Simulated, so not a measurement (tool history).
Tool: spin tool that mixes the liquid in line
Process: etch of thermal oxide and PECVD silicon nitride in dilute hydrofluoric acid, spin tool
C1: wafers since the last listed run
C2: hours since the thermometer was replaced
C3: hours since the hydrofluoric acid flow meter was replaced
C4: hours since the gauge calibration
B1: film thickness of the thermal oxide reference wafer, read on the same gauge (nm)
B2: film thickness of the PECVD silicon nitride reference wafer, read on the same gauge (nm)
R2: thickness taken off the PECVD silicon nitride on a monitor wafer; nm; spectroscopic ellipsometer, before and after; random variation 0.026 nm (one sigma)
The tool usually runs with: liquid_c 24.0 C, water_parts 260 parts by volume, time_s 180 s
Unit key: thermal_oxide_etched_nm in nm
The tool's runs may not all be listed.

{"run": 1, "day": 0.0, "liquid_c": 24.0, "water_parts": 190, "time_s": 180, "C1": 0, "C2": 742.7, "C3": 82.3, "C4": 281.8, "B1": 100.008, "B2": 110.006, "thermal_oxide_etched_nm": 3.69, "R2": 1.458}
{"run": 2, "day": 0.425, "liquid_c": 24.0, "water_parts": 260, "time_s": 270, "C1": 49, "C2": 752.9, "C3": 92.5, "C4": 292.0, "B1": 100.024, "B2": 109.985, "thermal_oxide_etched_nm": 3.762, "R2": 1.619}
{"run": 3, "day": 0.804, "liquid_c": 24.0, "water_parts": 260, "time_s": 180, "C1": 44, "C2": 762.0, "C3": 101.6, "C4": 301.1, "B1": 100.008, "B2": 110.008, "thermal_oxide_etched_nm": 2.505, "R2": 1.105}
{"run": 4, "day": 1.529, "liquid_c": 24.0, "water_parts": 260, "time_s": 180, "C1": 84, "C2": 779.4, "C3": 119.0, "C4": 318.5, "B1": 100.047, "B2": 109.988, "thermal_oxide_etched_nm": 2.503, "R2": 1.087}
{"day": 1.825, "done": "gauge calibrated"}
{"run": 5, "day": 2.212, "liquid_c": 26.0, "water_parts": 260, "time_s": 180, "C1": 79, "C2": 795.8, "C3": 135.4, "C4": 9.3, "B1": 100.01, "B2": 110.01, "thermal_oxide_etched_nm": 2.662, "R2": 1.234}
{"run": 6, "day": 2.75, "liquid_c": 24.0, "water_parts": 260, "time_s": 180, "C1": 62, "C2": 808.7, "C3": 148.3, "C4": 22.2, "B1": 100.023, "B2": 109.99, "thermal_oxide_etched_nm": 2.491, "R2": 1.104}
{"run": 7, "day": 3.438, "liquid_c": 24.0, "water_parts": 260, "time_s": 285, "C1": 80, "C2": 825.2, "C3": 164.8, "C4": 38.7, "B1": 99.984, "B2": 109.984, "thermal_oxide_etched_nm": 3.923, "R2": 1.714}
{"run": 8, "day": 3.729, "liquid_c": 22.0, "water_parts": 260, "time_s": 280, "C1": 34, "C2": 832.2, "C3": 171.8, "C4": 45.7, "B1": 100.032, "B2": 110.007, "thermal_oxide_etched_nm": 3.604, "R2": 1.399}
{"run": 9, "day": 4.692, "liquid_c": 24.0, "water_parts": 260, "time_s": 180, "C1": 112, "C2": 855.3, "C3": 194.9, "C4": 68.8, "B1": 99.996, "B2": 110.001, "thermal_oxide_etched_nm": 2.472, "R2": 1.071}
{"run": 10, "day": 5.008, "liquid_c": 29.0, "water_parts": 130, "time_s": 80, "C1": 37, "C2": 862.9, "C3": 202.5, "C4": 76.4, "B1": 100.0, "B2": 109.99, "thermal_oxide_etched_nm": 3.073, "R2": 1.327}
{"run": 11, "day": 5.379, "liquid_c": 24.0, "water_parts": 260, "time_s": 270, "C1": 43, "C2": 871.8, "C3": 211.4, "C4": 85.3, "B1": 100.035, "B2": 109.998, "thermal_oxide_etched_nm": 3.697, "R2": 1.634}
{"run": 12, "day": 5.862, "liquid_c": 24.0, "water_parts": 185, "time_s": 260, "C1": 56, "C2": 883.4, "C3": 223.0, "C4": 96.9, "B1": 100.009, "B2": 110.002, "thermal_oxide_etched_nm": 5.358, "R2": 2.151}
{"run": 13, "day": 6.138, "liquid_c": 24.0, "water_parts": 260, "time_s": 270, "C1": 32, "C2": 890.0, "C3": 229.6, "C4": 103.5, "B1": 100.037, "B2": 109.991, "thermal_oxide_etched_nm": 3.721, "R2": 1.602}
{"run": 14, "day": 6.817, "liquid_c": 22.0, "water_parts": 145, "time_s": 280, "C1": 79, "C2": 906.3, "C3": 245.9, "C4": 119.8, "B1": 99.983, "B2": 109.996, "thermal_oxide_etched_nm": 7.133, "R2": 2.533}
{"run": 15, "day": 7.304, "liquid_c": 24.0, "water_parts": 295, "time_s": 180, "C1": 57, "C2": 918.0, "C3": 257.6, "C4": 131.5, "B1": 100.01, "B2": 109.998, "thermal_oxide_etched_nm": 2.106, "R2": 0.949}
{"day": 7.567, "done": "thermometer replaced"}
{"run": 16, "day": 7.588, "liquid_c": 24.0, "water_parts": 260, "time_s": 180, "C1": 28, "C2": 0.5, "C3": 264.4, "C4": 138.3, "B1": 100.004, "B2": 110.0, "thermal_oxide_etched_nm": 2.719, "R2": 1.237}
{"run": 17, "day": 7.925, "liquid_c": 20.0, "water_parts": 330, "time_s": 180, "C1": 39, "C2": 8.6, "C3": 272.5, "C4": 146.4, "B1": 100.028, "B2": 109.987, "thermal_oxide_etched_nm": 1.757, "R2": 0.795}
{"run": 18, "day": 8.375, "liquid_c": 22.0, "water_parts": 260, "time_s": 130, "C1": 52, "C2": 19.4, "C3": 283.3, "C4": 157.2, "B1": 100.007, "B2": 109.993, "thermal_oxide_etched_nm": 1.833, "R2": 0.799}
{"run": 19, "day": 9.054, "liquid_c": 24.0, "water_parts": 260, "time_s": 125, "C1": 79, "C2": 35.7, "C3": 299.6, "C4": 173.5, "B1": 99.99, "B2": 109.993, "thermal_oxide_etched_nm": 1.868, "R2": 0.833}
{"run": 20, "day": 9.45, "liquid_c": 25.5, "water_parts": 225, "time_s": 240, "C1": 46, "C2": 45.2, "C3": 309.1, "C4": 183.0, "B1": 100.023, "B2": 109.999, "thermal_oxide_etched_nm": 4.583, "R2": 2.012}
{"run": 21, "day": 9.771, "liquid_c": 24.0, "water_parts": 260, "time_s": 180, "C1": 37, "C2": 52.9, "C3": 316.8, "C4": 190.7, "B1": 99.996, "B2": 109.984, "thermal_oxide_etched_nm": 2.697, "R2": 1.271}
{"run": 22, "day": 10.479, "liquid_c": 26.0, "water_parts": 260, "time_s": 215, "C1": 82, "C2": 69.9, "C3": 333.8, "C4": 207.7, "B1": 99.998, "B2": 110.0, "thermal_oxide_etched_nm": 3.427, "R2": 1.646}
{"run": 23, "day": 11.2, "liquid_c": 24.0, "water_parts": 260, "time_s": 180, "C1": 84, "C2": 87.2, "C3": 351.1, "C4": 225.0, "B1": 100.03, "B2": 109.99, "thermal_oxide_etched_nm": 2.73, "R2": 1.259}
{"run": 24, "day": 11.862, "liquid_c": 24.0, "water_parts": 260, "time_s": 270, "C1": 77, "C2": 103.1, "C3": 367.0, "C4": 240.9, "B1": 99.985, "B2": 109.991, "thermal_oxide_etched_nm": 4.077, "R2": 1.821}
{"run": 25, "day": 12.146, "liquid_c": 21.5, "water_parts": 345, "time_s": 135, "C1": 33, "C2": 109.9, "C3": 373.8, "C4": 247.7, "B1": 100.02, "B2": 110.013, "thermal_oxide_etched_nm": 1.297, "R2": 0.615}
{"run": 26, "day": 12.792, "liquid_c": 24.0, "water_parts": 260, "time_s": 180, "C1": 75, "C2": 125.4, "C3": 389.3, "C4": 263.2, "B1": 99.978, "B2": 109.99, "thermal_oxide_etched_nm": 2.679, "R2": 1.181}

Difference, measured minus no-hidden-state, one row per run. Run-to-run variation is common to both terms; the gauge's own scatter need not be:
Hidden conditions of the tool in this case: liquid colder than its thermometer reads (K); hydrofluoric acid flow above the setpoint (%); gauge reads high (%).
run=1 thermal_oxide_etched_nm=-0.354 R2=-0.246
run=2 thermal_oxide_etched_nm=-0.349 R2=-0.269
run=3 thermal_oxide_etched_nm=-0.235 R2=-0.185
run=4 thermal_oxide_etched_nm=-0.239 R2=-0.187
run=5 thermal_oxide_etched_nm=-0.253 R2=-0.211
run=6 thermal_oxide_etched_nm=-0.246 R2=-0.196
run=7 thermal_oxide_etched_nm=-0.396 R2=-0.311
run=8 thermal_oxide_etched_nm=-0.376 R2=-0.262
run=9 thermal_oxide_etched_nm=-0.258 R2=-0.201
run=10 thermal_oxide_etched_nm=-0.334 R2=-0.252
run=11 thermal_oxide_etched_nm=-0.393 R2=-0.313
run=12 thermal_oxide_etched_nm=-0.605 R2=-0.428
run=13 thermal_oxide_etched_nm=-0.403 R2=-0.313
run=14 thermal_oxide_etched_nm=-0.867 R2=-0.537
run=15 thermal_oxide_etched_nm=-0.230 R2=-0.188
run=16 thermal_oxide_etched_nm=-0.010 R2=-0.007
run=17 thermal_oxide_etched_nm=-0.008 R2=-0.006
run=18 thermal_oxide_etched_nm=-0.011 R2=-0.009
run=19 thermal_oxide_etched_nm=-0.013 R2=-0.011
run=20 thermal_oxide_etched_nm=-0.038 R2=-0.029
run=21 thermal_oxide_etched_nm=-0.024 R2=-0.020
run=22 thermal_oxide_etched_nm=-0.036 R2=-0.030
run=23 thermal_oxide_etched_nm=-0.034 R2=-0.028
run=24 thermal_oxide_etched_nm=-0.057 R2=-0.044
run=25 thermal_oxide_etched_nm=-0.019 R2=-0.016
run=26 thermal_oxide_etched_nm=-0.043 R2=-0.033
